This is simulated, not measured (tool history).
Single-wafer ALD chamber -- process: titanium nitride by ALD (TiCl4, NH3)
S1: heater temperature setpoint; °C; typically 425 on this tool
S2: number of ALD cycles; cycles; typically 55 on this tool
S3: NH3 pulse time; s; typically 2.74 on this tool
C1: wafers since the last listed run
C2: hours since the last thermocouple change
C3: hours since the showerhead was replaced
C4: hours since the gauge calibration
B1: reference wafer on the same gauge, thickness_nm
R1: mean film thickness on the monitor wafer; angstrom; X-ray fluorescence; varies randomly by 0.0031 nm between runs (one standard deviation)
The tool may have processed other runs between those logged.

run	day	S1	S2	S3	C1	C2	C3	C4	B1	R1
1	0.000	425	55	2.11	0	1593.8	7063.8	318.7	1.025	12.41
2	2.038	425	55	2.74	149	1642.7	7112.7	367.6	1.024	12.41
3	3.962	425	55	2.74	141	1688.9	7158.9	413.8	1.025	12.43
4	6.012	425	55	2.74	150	1738.1	7208.1	463.0	1.023	12.49
5	8.479	425	55	2.74	181	1797.3	7267.3	522.2	1.023	12.44
6	10.062	425	55	2.74	116	1835.3	7305.3	560.2	1.023	12.45
7	12.117	425	55	2.74	151	1884.6	7354.6	609.5	1.022	12.38
8	14.271	425	55	2.74	158	1936.3	7406.3	661.2	1.019	12.39
9	15.500	425	55	2.74	90	1965.8	7435.8	690.7	1.021	12.36
# day 16.496: gauge calibrated
10	16.829	425	55	2.74	97	1997.7	7467.7	8.0	1.028	12.51
11	19.438	425	55	2.74	191	2060.3	7530.3	70.6	1.027	12.45
12	21.004	425	55	2.74	115	2097.9	7567.9	108.2	1.027	12.48
13	22.296	425	49	2.74	95	2128.9	7598.9	139.2	1.026	11.14
# day 24.779: showerhead replaced
14	24.800	413	55	1.92	159	2189.0	0.5	199.3	1.024	12.36
15	25.954	425	55	2.74	84	2216.7	28.2	227.0	1.025	12.44
16	27.912	412	50	2.02	144	2263.7	75.2	274.0	1.025	11.24
# day 30.692: thermocouple changed; heater temperature recalibrated
17	30.746	414	52	2.22	183	1.3	143.2	342.0	1.023	11.64
18	32.712	411	55	3.17	144	48.5	190.4	389.2	1.024	12.36
19	35.700	425	59	3.77	219	120.2	262.1	460.9	1.022	13.41
20	37.721	425	55	3.26	148	168.7	310.6	509.4	1.022	12.46
21	40.175	416	50	2.24	180	227.6	369.5	568.3	1.022	11.25
22	41.675	419	55	1.89	110	263.6	405.5	604.3	1.021	12.30
23	44.142	425	55	3.31	181	322.8	464.7	663.5	1.019	12.39
# day 46.383: gauge calibrated
24	46.688	425	55	2.74	187	383.9	525.8	7.3	1.028	12.46

Hidden state, per run?
wafer temperature above the value expected at the setpoint (K): 0 in every run
H1: gauge reads high (%)
run	H1
1	-0.493
2	-0.554
3	-0.612
4	-0.673
5	-0.747
6	-0.794
7	-0.856
8	-0.92
9	-0.957
10	-0.171
11	-0.249
12	-0.296
13	-0.335
14	-0.409
15	-0.444
16	-0.503
17	-0.587
18	-0.646
19	-0.736
20	-0.796
21	-0.869
22	-0.914
23	-0.988
24	-0.0731
